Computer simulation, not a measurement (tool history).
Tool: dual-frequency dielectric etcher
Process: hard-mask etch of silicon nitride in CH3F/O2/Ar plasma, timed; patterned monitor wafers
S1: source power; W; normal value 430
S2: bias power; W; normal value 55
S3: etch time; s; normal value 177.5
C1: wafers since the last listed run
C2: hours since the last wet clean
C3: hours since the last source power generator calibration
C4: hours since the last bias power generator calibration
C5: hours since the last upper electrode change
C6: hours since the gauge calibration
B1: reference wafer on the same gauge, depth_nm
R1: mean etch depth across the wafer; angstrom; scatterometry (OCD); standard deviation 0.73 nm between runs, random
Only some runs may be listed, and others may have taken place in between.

{"run": 1, "hour": 0.0, "S1": 480, "S2": 55, "S3": 177.5, "C1": 0, "C2": 242.1, "C3": 3132.2, "C4": 2724.9, "C5": 1788.1, "C6": 213.1, "B1": 130.1, "R1": 1172}
{"run": 2, "hour": 67.6, "S1": 430, "S2": 55, "S3": 177.5, "C1": 420, "C2": 309.7, "C3": 3199.8, "C4": 2792.5, "C5": 1855.7, "C6": 280.7, "B1": 130.2, "R1": 1109}
{"hour": 145.6, "done": "wet clean of the chamber"}
{"run": 3, "hour": 146.1, "S1": 430, "S2": 55, "S3": 177.5, "C1": 338, "C2": 0.5, "C3": 3278.3, "C4": 2871, "C5": 1934.2, "C6": 359.2, "B1": 130, "R1": 1144}
{"run": 4, "hour": 189.2, "S1": 430, "S2": 55, "S3": 177.5, "C1": 268, "C2": 43.6, "C3": 3321.4, "C4": 2914.1, "C5": 1977.3, "C6": 402.3, "B1": 130.2, "R1": 1143}
{"run": 5, "hour": 250.5, "S1": 430, "S2": 55, "S3": 177.5, "C1": 381, "C2": 104.9, "C3": 3382.7, "C4": 2975.4, "C5": 2038.6, "C6": 463.6, "B1": 130.1, "R1": 1119}
{"run": 6, "hour": 308.8, "S1": 430, "S2": 55, "S3": 177.5, "C1": 362, "C2": 163.2, "C3": 3441, "C4": 3033.7, "C5": 2096.9, "C6": 521.9, "B1": 129.7, "R1": 1114}
{"run": 7, "hour": 376.6, "S1": 430, "S2": 55, "S3": 177.5, "C1": 421, "C2": 231, "C3": 3508.8, "C4": 3101.5, "C5": 2164.7, "C6": 589.7, "B1": 130.2, "R1": 1124}
{"run": 8, "hour": 421.7, "S1": 430, "S2": 55, "S3": 177.5, "C1": 280, "C2": 276.1, "C3": 3553.9, "C4": 3146.6, "C5": 2209.8, "C6": 634.8, "B1": 129.9, "R1": 1096}
{"run": 9, "hour": 445.9, "S1": 430, "S2": 55, "S3": 177.5, "C1": 150, "C2": 300.3, "C3": 3578.1, "C4": 3170.8, "C5": 2234, "C6": 659, "B1": 129.9, "R1": 1090}
{"run": 10, "hour": 499.5, "S1": 430, "S2": 55, "S3": 177.5, "C1": 333, "C2": 353.9, "C3": 3631.7, "C4": 3224.4, "C5": 2287.6, "C6": 712.6, "B1": 130.1, "R1": 1106}
{"hour": 533.7, "done": "bias power generator calibrated"}
{"hour": 549.8, "done": "upper electrode replaced"}
{"run": 11, "hour": 569.5, "S1": 400, "S2": 55, "S3": 177.5, "C1": 310, "C2": 423.9, "C3": 3701.7, "C4": 35.8, "C5": 19.7, "C6": 782.6, "B1": 130.1, "R1": 1065}
{"hour": 619.8, "done": "wet clean of the chamber"}
{"run": 12, "hour": 620.3, "S1": 400, "S2": 55, "S3": 177.5, "C1": 166, "C2": 0.5, "C3": 3752.5, "C4": 86.6, "C5": 70.5, "C6": 833.4, "B1": 129.9, "R1": 1120}
{"hour": 643.7, "done": "gauge calibrated"}
{"run": 13, "hour": 667.0, "S1": 470, "S2": 55, "S3": 177.5, "C1": 290, "C2": 47.2, "C3": 3799.2, "C4": 133.3, "C5": 117.2, "C6": 23.3, "B1": 129.9, "R1": 1176}
{"run": 14, "hour": 701.4, "S1": 430, "S2": 47, "S3": 206.5, "C1": 213, "C2": 81.6, "C3": 3833.6, "C4": 167.7, "C5": 151.6, "C6": 57.7, "B1": 130.3, "R1": 1254}
{"run": 15, "hour": 725.5, "S1": 520, "S2": 55, "S3": 177.5, "C1": 149, "C2": 105.7, "C3": 3857.7, "C4": 191.8, "C5": 175.7, "C6": 81.8, "B1": 130, "R1": 1211}
{"run": 16, "hour": 753.7, "S1": 430, "S2": 67, "S3": 230, "C1": 175, "C2": 133.9, "C3": 3885.9, "C4": 220, "C5": 203.9, "C6": 110, "B1": 129.8, "R1": 1582}
{"run": 17, "hour": 777.8, "S1": 460, "S2": 46, "S3": 197, "C1": 149, "C2": 158, "C3": 3910, "C4": 244.1, "C5": 228, "C6": 134.1, "B1": 129.8, "R1": 1211}
{"run": 18, "hour": 807.3, "S1": 500, "S2": 45, "S3": 177.5, "C1": 183, "C2": 187.5, "C3": 3939.5, "C4": 273.6, "C5": 257.5, "C6": 163.6, "B1": 129.8, "R1": 1104}
{"hour": 869.4, "done": "source power generator calibrated"}
{"run": 19, "hour": 869.9, "S1": 370, "S2": 50, "S3": 162.5, "C1": 364, "C2": 250.1, "C3": 0.5, "C4": 336.2, "C5": 320.1, "C6": 226.2, "B1": 130, "R1": 938}
{"run": 20, "hour": 907.3, "S1": 430, "S2": 69, "S3": 177.5, "C1": 232, "C2": 287.5, "C3": 37.9, "C4": 373.6, "C5": 357.5, "C6": 263.6, "B1": 130.2, "R1": 1206}
{"hour": 983.0, "done": "wet clean of the chamber"}
{"run": 21, "hour": 1010.8, "S1": 350, "S2": 67, "S3": 220, "C1": 494, "C2": 27.8, "C3": 141.4, "C4": 477.1, "C5": 461, "C6": 367.1, "B1": 130.2, "R1": 1399}
{"run": 22, "hour": 1062.9, "S1": 430, "S2": 44, "S3": 177.5, "C1": 323, "C2": 79.9, "C3": 193.5, "C4": 529.2, "C5": 513.1, "C6": 419.2, "B1": 130.1, "R1": 1048}
{"run": 23, "hour": 1125.3, "S1": 430, "S2": 55, "S3": 177.5, "C1": 388, "C2": 142.3, "C3": 255.9, "C4": 591.6, "C5": 575.5, "C6": 481.6, "B1": 130, "R1": 1113}
{"run": 24, "hour": 1153.1, "S1": 430, "S2": 55, "S3": 177.5, "C1": 172, "C2": 170.1, "C3": 283.7, "C4": 619.4, "C5": 603.3, "C6": 509.4, "B1": 130, "R1": 1122}
{"run": 25, "hour": 1210.1, "S1": 430, "S2": 67, "S3": 147.5, "C1": 354, "C2": 227.1, "C3": 340.7, "C4": 676.4, "C5": 660.3, "C6": 566.4, "B1": 130.3, "R1": 990}

Some steps in R1, run to run, broken into two amounts with sign: the step expected even without the hidden condition (settings, incoming material, random variation), and the rest, left for the hidden condition together with whatever gauge scatter is not in both the measured and the hidden-condition-free result:
The tool's hidden condition here consists of: etch rate over this chamber's usual, %; source power that arrives over what is set, %; bias power that arrives over what is set, %; gauge reads high (%).
Run 2 -> 3: wet clean of the chamber. R1 +35 angstrom: hidden state +25, all else +10.
Run 11 -> 12: wet clean of the chamber. R1 +55 angstrom: hidden state +53, all else +2.
Run 15 -> 16: S1 520 -> 430, S2 55 -> 67, S3 177.5 -> 230. R1 +371 angstrom: hidden state -5, all else +376.
Run 16 -> 17: S1 430 -> 460, S2 67 -> 46, S3 230 -> 197. R1 -371 angstrom: hidden state +0, all else -371.
